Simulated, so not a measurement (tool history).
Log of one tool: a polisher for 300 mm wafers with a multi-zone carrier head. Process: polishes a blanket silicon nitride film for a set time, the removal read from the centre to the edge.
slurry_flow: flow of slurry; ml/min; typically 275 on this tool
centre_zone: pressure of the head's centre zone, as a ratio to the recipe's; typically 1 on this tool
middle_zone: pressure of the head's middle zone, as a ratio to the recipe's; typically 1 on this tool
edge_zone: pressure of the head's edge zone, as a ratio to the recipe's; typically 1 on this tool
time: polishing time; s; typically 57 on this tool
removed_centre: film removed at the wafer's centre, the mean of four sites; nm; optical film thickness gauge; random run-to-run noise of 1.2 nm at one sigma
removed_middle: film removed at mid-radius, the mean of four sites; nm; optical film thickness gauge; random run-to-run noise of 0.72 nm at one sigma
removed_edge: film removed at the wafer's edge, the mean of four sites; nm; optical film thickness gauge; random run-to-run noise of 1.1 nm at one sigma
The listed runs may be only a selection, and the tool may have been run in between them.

| run | hour | slurry_flow | centre_zone | middle_zone | edge_zone | time | incoming thickness of the incoming film, nm | removed_centre | removed_middle | removed_edge |
|---|---|---|---|---|---|---|---|---|---|---|
| 1 | 0 | 275 | 1 | 1 | 1 | 57 | 495.8 | 79.2 | 79.8 | 77 |
|  | 27.4 | centre zone pressure recalibrated |
| 2 | 36.1 | 275 | 1 | 1 | 1 | 57 | 489.1 | 78.7 | 79.3 | 76.5 |
| 3 | 108.2 | 275 | 1 | 1 | 1 | 41 | 492.3 | 53 | 55.1 | 55 |
|  | 128.4 | slurry nozzle cleaned |
| 4 | 161.4 | 275 | 1 | 1 | 1 | 41 | 492.1 | 59.4 | 60.3 | 57.6 |
| 5 | 241.3 | 275 | 1 | 1 | 1 | 41 | 492 | 59.4 | 59.3 | 56.7 |
|  | 309 | worn pad replaced by a new one |
| 6 | 346.6 | 275 | 1 | 1 | 1 | 57 | 488.8 | 78.8 | 81 | 79.6 |
| 7 | 431.9 | 275 | 1 | 1 | 1 | 57 | 489.6 | 77.3 | 79.1 | 78.1 |
|  | 502 | slurry nozzle cleaned |
| 8 | 509.4 | 275 | 1 | 0.94 | 1.08 | 57 | 486.8 | 81.9 | 78.9 | 80.5 |
|  | 521.7 | edge zone pressure recalibrated |
| 9 | 550.5 | 275 | 1 | 1 | 1.07 | 57 | 489.5 | 83.1 | 84.4 | 83.1 |
| 10 | 614.9 | 215 | 1 | 1 | 1.04 | 57 | 496.2 | 79.3 | 79.9 | 77.6 |
| 11 | 674.6 | 365 | 1.03 | 1 | 1.08 | 70 | 486.6 | 107 | 104 | 103.6 |
|  | 678.7 | worn pad replaced by a new one |
|  | 696.4 | centre zone pressure recalibrated |
| 12 | 734.3 | 195 | 1 | 1.03 | 1.04 | 57 | 491.6 | 74.4 | 79.2 | 76.7 |
|  | 769.2 | carrier head's membrane replaced by a new one |
| 13 | 777.1 | 275 | 1 | 1 | 1.06 | 70 | 497.7 | 98.6 | 98.9 | 97.2 |
|  | 827.8 | slurry nozzle cleaned |
| 14 | 869.6 | 275 | 1 | 1 | 0.9 | 57 | 485.6 | 82.3 | 82.1 | 75.8 |
| 15 | 932.2 | 275 | 1 | 1 | 1 | 57 | 496.7 | 82.5 | 82 | 80.4 |
| 16 | 1018.8 | 275 | 1 | 1 | 1.06 | 70 | 486.2 | 97.9 | 99.5 | 101.2 |
|  | 1058.7 | worn pad replaced by a new one |
| 17 | 1126.4 | 275 | 1 | 1 | 1 | 57 | 487.6 | 78.8 | 80.1 | 78.3 |
| 18 | 1175.4 | 275 | 1 | 1 | 0.88 | 42 | 480.6 | 55.3 | 57.6 | 53.6 |
|  | 1203.5 | slurry nozzle cleaned |
| 19 | 1264.4 | 275 | 1 | 1 | 1 | 57 | 483.7 | 80.8 | 83.2 | 79.8 |
|  | 1311.4 | centre zone pressure recalibrated |
| 20 | 1368.4 | 350 | 1 | 0.92 | 1 | 57 | 489 | 81.2 | 78.9 | 80.6 |
| 21 | 1407.1 | 275 | 1 | 0.94 | 1 | 57 | 487.7 | 79.6 | 77.7 | 80.7 |

Predict each of these 5 candidate next runs independently; none follows another, all start after run 21:
| A | 1407.5 | 275 | 1 | 1 | 1 | 57 | 483.4 | ? | ? | ? |
| B | 1407.5 | 275 | 1 | 0.9 | 1 | 57 | 483.4 | ? | ? | ? |
| C | 1407.5 | 275 | 1 | 0.92 | 1 | 75 | 483.4 | ? | ? | ? |
| D | 1407.5 | 275 | 1 | 1 | 1.11 | 57 | 483.4 | ? | ? | ? |
| E | 1407.5 | 275 | 1 | 1.07 | 1 | 57 | 483.4 | ? | ? | ? |

| run | removed_centre | removed_middle | removed_edge |
|---|---|---|---|
| A | 82 | 82.9 | 76.9 |
| B | 81.9 | 75.9 | 77 |
| C | 107.8 | 101.7 | 101.4 |
| D | 82 | 82.9 | 80.5 |
| E | 82 | 87.8 | 76.9 |
Without the tool's unlogged condition, the same runs would have read:
| run | removed_centre | removed_middle | removed_edge |
|---|---|---|---|
| A | 84 | 84.7 | 78.2 |
| B | 84 | 77.6 | 78.3 |
| C | 110.5 | 104 | 103.1 |
| D | 84 | 84.7 | 81.9 |
| E | 84.1 | 89.7 | 78.2 |
